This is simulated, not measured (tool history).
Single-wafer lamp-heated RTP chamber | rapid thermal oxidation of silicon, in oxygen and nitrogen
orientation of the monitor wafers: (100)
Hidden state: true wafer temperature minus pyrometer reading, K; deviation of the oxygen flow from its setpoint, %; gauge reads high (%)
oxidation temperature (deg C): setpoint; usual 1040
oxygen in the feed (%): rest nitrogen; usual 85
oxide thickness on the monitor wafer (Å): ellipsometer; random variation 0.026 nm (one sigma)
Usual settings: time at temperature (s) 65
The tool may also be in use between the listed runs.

run   hour  oxidation temperature (deg C)  time at temperature (s)  oxygen in the feed (%)  wafers since the last listed run  wafers since the last pyrometer calibration  hours since the oxygen flow controller was replaced  hours since the gauge calibration  read-back reference wafer on the same gauge, thickness  oxide thickness on the monitor wafer (Å)
  1    0.0                           1040                       65                      85                                 0                                         2022                                               2472.2                              727.3                                                   8.199                                     78.07
  2   15.8                           1040                       65                      85                               117                                         2139                                               2488.0                              743.1                                                   8.192                                     78.22
  3   34.6                           1040                       81                      85                               139                                         2278                                               2506.8                              761.9                                                   8.200                                     86.07
  4   68.0                           1040                       81                      85                               247                                         2525                                               2540.2                              795.3                                                   8.194                                     85.97
  5   86.0                           1040                       65                      98                               133                                         2659                                               2558.2                              813.3                                                   8.190                                     81.80
  6  105.3                           1040                       65                      98                               142                                         2802                                               2577.5                              832.6                                                   8.189                                     81.61
  7  133.9                           1040                       65                      98                               211                                         3013                                               2606.1                              861.2                                                   8.189                                     81.96
  8  154.0                           1051                       65                      93                               148                                         3162                                               2626.2                              881.3                                                   8.186                                     86.79
  9  180.4                           1040                       52                      85                               195                                         3358                                               2652.6                              907.7                                                   8.192                                     70.82
 10  194.3                           1040                       65                      85                               102                                         3461                                               2666.5                              921.6                                                   8.195                                     77.66
 11  210.9                           1040                       65                      85                               122                                         3584                                               2683.1                              938.2                                                   8.187                                     78.62
 12  308.6                           1040                       65                      85                               723                                         4307                                               2780.8                             1035.9                                                   8.196                                     78.54
 13  340.4                           1040                       65                      85                               235                                         4543                                               2812.6                             1067.7                                                   8.196                                     78.48
 14  353.4                           1040                       65                      85                                96                                         4639                                               2825.6                             1080.7                                                   8.188                                     78.89
 15  365.5                           1040                       65                      85                                89                                         4729                                               2837.7                             1092.8                                                   8.198                                     79.11
 16  381.7                           1040                       65                      85                               119                                         4849                                               2853.9                             1109.0                                                   8.188                                     79.21
 17  417.2                           1040                       65                      85                               262                                         5112                                               2889.4                             1144.5                                                   8.189                                     79.01
 18  451.5                           1040                       53                      85                               254                                         5366                                               2923.7                             1178.8                                                   8.189                                     72.30
 19  465.7                           1010                       65                      85                               105                                         5471                                               2937.9                             1193.0                                                   8.189                                     64.12
 20  481.4                           1040                       73                      85                               116                                         5587                                               2953.6                             1208.7                                                   8.191                                     83.35
 21  510.3                           1049                       65                      93                               214                                         5801                                               2982.5                             1237.6                                                   8.194                                     87.80
 22  530.1                           1040                       65                      85                               146                                         5948                                               3002.3                             1257.4                                                   8.196                                     79.16
     563.1  -- pyrometer window cleaned and pyrometer calibrated
 23  607.4                           1067                       46                      98                               513                                          328                                               3079.6                             1334.7                                                   8.189                                     89.42
     613.6  -- gauge calibrated
 24  631.6                           1070                       91                      85                               179                                          507                                               3103.8                               18.0                                                   8.188                                    117.61
 25  649.5                           1040                       65                      85                               132                                          639                                               3121.7                               35.9                                                   8.188                                     82.58
     695.1  -- oxygen flow controller replaced
     740.5  -- pyrometer window cleaned and pyrometer calibrated, repeated, since the last time left the tool worse
 26  741.0                           1040                       65                      85                               559                                            3                                                 45.9                              127.4                                                   8.194                                     77.72
 27  758.1                           1068                       65                      76                               126                                          130                                                 63.0                              144.5                                                   8.193                                     90.04
 28  776.8                           1013                       41                      98                               138                                          268                                                 81.7                              163.2                                                   8.194                                     55.27

Run 29 comes next. What will it give?
 29  794.8                           1040                       65                      68                               133                                          401                                                 99.7                              181.2                                                       ?                                         ?

Run 29 gave read-back reference wafer on the same gauge, thickness 8.191, oxide thickness on the monitor wafer (Å) 71.59.
Without the tool's hidden state the same run would have given oxide thickness on the monitor wafer (Å) 71.36.

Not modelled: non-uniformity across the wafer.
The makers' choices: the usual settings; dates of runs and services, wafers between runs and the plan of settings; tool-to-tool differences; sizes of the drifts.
